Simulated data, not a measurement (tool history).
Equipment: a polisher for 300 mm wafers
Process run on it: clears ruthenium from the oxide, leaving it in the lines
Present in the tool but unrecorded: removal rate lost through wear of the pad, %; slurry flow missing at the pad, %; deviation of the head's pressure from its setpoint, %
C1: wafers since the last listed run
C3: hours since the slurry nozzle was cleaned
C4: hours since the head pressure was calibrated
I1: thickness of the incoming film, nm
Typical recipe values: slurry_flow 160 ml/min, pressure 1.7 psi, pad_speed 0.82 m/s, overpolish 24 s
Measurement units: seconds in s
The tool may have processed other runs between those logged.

Run 1, day 0: usual settings; C1 0; wafers polished on this pad 1290; C3 225.6; C4 117; I1 107.9. Result: seconds 134.9 s.
Run 2, day 3.183: usual settings; C1 561; wafers polished on this pad 1852; C3 302; C4 193.4; I1 109.6. Result: seconds 143.2 s.
Run 3, day 6.058: usual settings; C1 507; wafers polished on this pad 2359; C3 371; C4 262.4; I1 110.7. Result: seconds 146.9 s.
Run 4, day 10.088: usual settings; C1 710; wafers polished on this pad 3070; C3 467.7; C4 359.1; I1 112.2. Result: seconds 151.9 s.
Run 5, day 13.154: usual settings; C1 540; wafers polished on this pad 3611; C3 541.3; C4 432.7; I1 110.2. Result: seconds 151.5 s.
At day 15.038: worn pad replaced by a new one.
Run 6, day 17: usual settings; C1 648; wafers polished on this pad 346; C3 633.6; C4 525; I1 109.5. Result: seconds 158 s.
At day 17.317: slurry nozzle cleaned.
At day 19.175: head pressure recalibrated.
Run 7, day 29.867: usual settings; C1 2247; wafers polished on this pad 2593; C3 301.2; C4 256.6; I1 110.6. Result: seconds 150.5 s.
Run 8, day 33.046: usual settings; C1 560; wafers polished on this pad 3154; C3 377.5; C4 332.9; I1 111.3. Result: seconds 149.8 s.
Run 9, day 35.308: usual settings; C1 399; wafers polished on this pad 3553; C3 431.8; C4 387.2; I1 109.8. Result: seconds 151.4 s.
Run 10, day 39.575: usual settings; C1 752; wafers polished on this pad 4305; C3 534.2; C4 489.6; I1 107.9. Result: seconds 155.5 s.
At day 41.217: worn pad replaced by a new one.
At day 41.925: slurry nozzle cleaned.
At day 41.933: head pressure recalibrated.
Run 11, day 43.025: usual settings but pressure 1.3 psi, overpolish 33 s; C1 570; wafers polished on this pad 309; C3 26.4; C4 26.2; I1 110.2. Result: seconds 162.5 s.
Run 12, day 45.55: usual settings but pressure 1.3 psi, overpolish 33 s; C1 445; wafers polished on this pad 755; C3 87; C4 86.8; I1 111. Result: seconds 167.8 s.
Run 13, day 47.983: usual settings but pressure 1.3 psi, overpolish 33 s; C1 429; wafers polished on this pad 1184; C3 145.4; C4 145.2; I1 109.1. Result: seconds 166.9 s.
Run 14, day 50.783: usual settings but slurry_flow 185 ml/min; C1 493; wafers polished on this pad 1678; C3 212.6; C4 212.4; I1 109.8. Result: seconds 141.5 s.
Run 15, day 54.554: usual settings but slurry_flow 185 ml/min; C1 665; wafers polished on this pad 2343; C3 303.1; C4 302.9; I1 110.7. Result: seconds 144.8 s.
Run 16, day 56.983: usual settings but slurry_flow 185 ml/min; C1 428; wafers polished on this pad 2772; C3 361.4; C4 361.2; I1 110.1. Result: seconds 148.4 s.
Run 17, day 61.308: usual settings; C1 762; wafers polished on this pad 3534; C3 465.2; C4 465; I1 109.1. Result: seconds 155.9 s.
At day 65.658: head pressure recalibrated.
Run 18, day 65.679: usual settings but slurry_flow 135 ml/min, pressure 1.3 psi, pad_speed 1.06 m/s, overpolish 15 s; C1 756; wafers polished on this pad 4291; C3 570.1; C4 0.5; I1 108. Result: seconds 141.8 s.
At day 66.65: worn pad replaced by a new one.
At day 66.812: slurry nozzle cleaned.
Run 19, day 70.025: usual settings but pad_speed 1.02 m/s, overpolish 28 s; C1 729; wafers polished on this pad 587; C3 77.1; C4 104.8; I1 110.9. Result: seconds 112.2 s.
Run 20, day 73.833: usual settings but slurry_flow 140 ml/min, pad_speed 0.58 m/s; C1 671; wafers polished on this pad 1259; C3 168.5; C4 196.2; I1 110.2. Result: seconds 203.6 s.
Run 21, day 75.588: usual settings but slurry_flow 195 ml/min; C1 309; wafers polished on this pad 1569; C3 210.6; C4 238.3; I1 108.1. Result: seconds 135.3 s.
Run 22, day 78.379: usual settings but slurry_flow 205 ml/min, pressure 1.5 psi, pad_speed 1.02 m/s, overpolish 29 s; C1 492; wafers polished on this pad 2061; C3 277.6; C4 305.3; I1 110.5. Result: seconds 123 s.
Run 23, day 81.025: usual settings but slurry_flow 200 ml/min, pressure 2.2 psi, overpolish 18 s; C1 466; wafers polished on this pad 2528; C3 341.1; C4 368.8; I1 110. Result: seconds 118.1 s.
Run 24, day 82.879: usual settings but slurry_flow 115 ml/min; C1 327; wafers polished on this pad 2855; C3 385.6; C4 413.3; I1 111.5. Result: seconds 166.3 s.
Run 25, day 84.667: usual settings; C1 315; wafers polished on this pad 3170; C3 428.5; C4 456.2; I1 108.4. Result: seconds 149.3 s.
Run 26, day 86.85: usual settings but pressure 1.1 psi, pad_speed 0.56 m/s, overpolish 16 s; C1 385; wafers polished on this pad 3555; C3 480.9; C4 508.6; I1 110.6. Result: seconds 308 s.
Run 27, day 89.879: usual settings but pad_speed 1.1 m/s; C1 534; wafers polished on this pad 4089; C3 553.6; C4 581.3; I1 109.8. Result: seconds 119.9 s.
Run 28, day 92.883: usual settings but slurry_flow 205 ml/min; C1 529; wafers polished on this pad 4619; C3 625.7; C4 653.4; I1 112.1. Result: seconds 158.9 s.
At day 93.954: head pressure recalibrated.
At day 94.221: slurry nozzle cleaned.
At day 94.896: worn pad replaced by a new one.
Run 29, day 97.179: usual settings but slurry_flow 190 ml/min, pressure 1.1 psi, pad_speed 0.64 m/s, overpolish 15 s; C1 706; wafers polished on this pad 402; C3 71; C4 77.4; I1 111.2. Result: seconds 221.7 s.
Run 30, day 108.108: usual settings; C1 1927; wafers polished on this pad 2330; C3 333.3; C4 339.7; I1 111.7. Result: seconds 150 s.
Run 31, day 109.988: usual settings but pressure 1.4 psi; C1 331; wafers polished on this pad 2661; C3 378.4; C4 384.8; I1 111.2. Result: seconds 170.6 s.
Run 32, day 114.175: usual settings but pressure 2.2 psi; C1 738; wafers polished on this pad 3400; C3 478.9; C4 485.3; I1 109.7. Result: seconds 126.6 s.
Run 33, day 115.85: usual settings but pressure 2.2 psi; C1 295; wafers polished on this pad 3695; C3 519.1; C4 525.5; I1 110.9. Result: seconds 132.3 s.
Run 34, day 117.433: usual settings but pressure 2.1 psi; C1 279; wafers polished on this pad 3975; C3 557.1; C4 563.5; I1 110.1. Result: seconds 135.1 s.
At day 118.917: worn pad replaced by a new one.
At day 119.033: head pressure recalibrated.
Run 35, day 119.3: usual settings; C1 285; wafers polished on this pad 52; C3 601.9; C4 6.4; I1 108.6. Result: seconds 148.3 s.
Run 36, day 122.342: usual settings but pressure 2.2 psi, overpolish 31 s; C1 536; wafers polished on this pad 589; C3 674.9; C4 79.4; I1 108.1. Result: seconds 124.9 s.
At day 123.333: slurry nozzle cleaned.
Run 37, day 124.467: usual settings but slurry_flow 140 ml/min, pad_speed 1.06 m/s; C1 367; wafers polished on this pad 956; C3 27.2; C4 130.4; I1 110.1. Result: seconds 111.6 s.

Each row is a separate what-if for the run after 37, all from the same tool condition, not one after another. Results?
Run A, day 124.488: usual settings; C1 3; wafers polished on this pad 960; C3 27.7; C4 130.9; I1 109.8. Result: seconds ?.
Run B, day 124.488: usual settings but slurry_flow 190 ml/min; C1 3; wafers polished on this pad 960; C3 27.7; C4 130.9; I1 109.8. Result: seconds ?.
Run C, day 124.488: usual settings but slurry_flow 105 ml/min, pressure 2.1 psi, pad_speed 0.58 m/s, overpolish 34 s; C1 3; wafers polished on this pad 960; C3 27.7; C4 130.9; I1 109.8. Result: seconds ?.

run  seconds
  A    140.4
  B    136.2
  C    189.8
With no hidden state in the tool, these same runs would have given:
run  seconds
  A      136
  B    132.3
  C    182.6
